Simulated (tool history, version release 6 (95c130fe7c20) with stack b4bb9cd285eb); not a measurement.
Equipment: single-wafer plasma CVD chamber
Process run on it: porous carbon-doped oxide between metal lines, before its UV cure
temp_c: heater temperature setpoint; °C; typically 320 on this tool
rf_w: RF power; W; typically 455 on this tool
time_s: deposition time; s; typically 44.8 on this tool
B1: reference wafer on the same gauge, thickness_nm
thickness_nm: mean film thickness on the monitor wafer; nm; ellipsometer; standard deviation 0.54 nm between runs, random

Run 1, hour 0.0: usual settings; B1 216.959. Result: thickness_nm 189.096 nm.
Run 2, hour 16.8: usual settings; B1 217.003. Result: thickness_nm 188.210 nm.
Run 3, hour 45.9: usual settings; B1 217.013. Result: thickness_nm 188.771 nm.
Run 4, hour 70.1: usual settings; B1 216.877. Result: thickness_nm 187.249 nm.
Run 5, hour 91.8: usual settings; B1 217.000. Result: thickness_nm 187.666 nm.
Run 6, hour 108.0: usual settings; B1 217.091. Result: thickness_nm 187.311 nm.
At hour 122.4: showerhead replaced.
At hour 130.7: thermocouple changed; heater temperature recalibrated.
Run 7, hour 131.2: usual settings; B1 216.997. Result: thickness_nm 187.585 nm.
Run 8, hour 142.3: usual settings; B1 217.114. Result: thickness_nm 187.197 nm.
At hour 164.7: RF generator calibrated.
Run 9, hour 171.8: usual settings; B1 217.040. Result: thickness_nm 178.033 nm.
Run 10, hour 205.6: usual settings but temp_c 314 °C, time_s 40.2 s; B1 216.936. Result: thickness_nm 165.332 nm.
At hour 259.7: RF generator calibrated, repeated, since the last time left the tool worse.
Run 11, hour 292.6: usual settings but temp_c 309 °C; B1 216.880. Result: thickness_nm 205.933 nm.
At hour 310.7: gauge calibrated.
Run 12, hour 312.9: usual settings but temp_c 316 °C, rf_w 385 W, time_s 53.2 s; B1 217.063. Result: thickness_nm 205.021 nm.
Run 13, hour 339.8: usual settings; B1 216.946. Result: thickness_nm 195.687 nm.
Run 14, hour 369.0: usual settings; B1 217.000. Result: thickness_nm 196.202 nm.
Run 15, hour 387.2: usual settings but time_s 38.0 s; B1 216.960. Result: thickness_nm 166.468 nm.
Run 16, hour 406.1: usual settings but temp_c 310 °C, rf_w 375 W, time_s 39.9 s; B1 216.976. Result: thickness_nm 155.782 nm.

Here are 4 independent what-if runs from the current tool condition. What would each one return?
Run A, hour 406.5: usual settings but time_s 40.4 s; B1 ?. Result: thickness_nm ?.
Run B, hour 406.5: usual settings but temp_c 331 °C, time_s 48.0 s; B1 ?. Result: thickness_nm ?.
Run C, hour 406.5: usual settings but temp_c 306 °C, rf_w 545 W, time_s 41.7 s; B1 ?. Result: thickness_nm ?.
Run D, hour 406.5: usual settings but rf_w 425 W, time_s 40.0 s; B1 ?. Result: thickness_nm ?.

run       B1  thickness_nm
  A  217.022       177.035
  B  217.022       198.669
  C  217.022       224.317
  D  217.022       165.306
Had the tool no hidden state, the same runs would have come out as:
run  thickness_nm
  A       177.269
  B       198.932
  C       224.584
  D       165.542
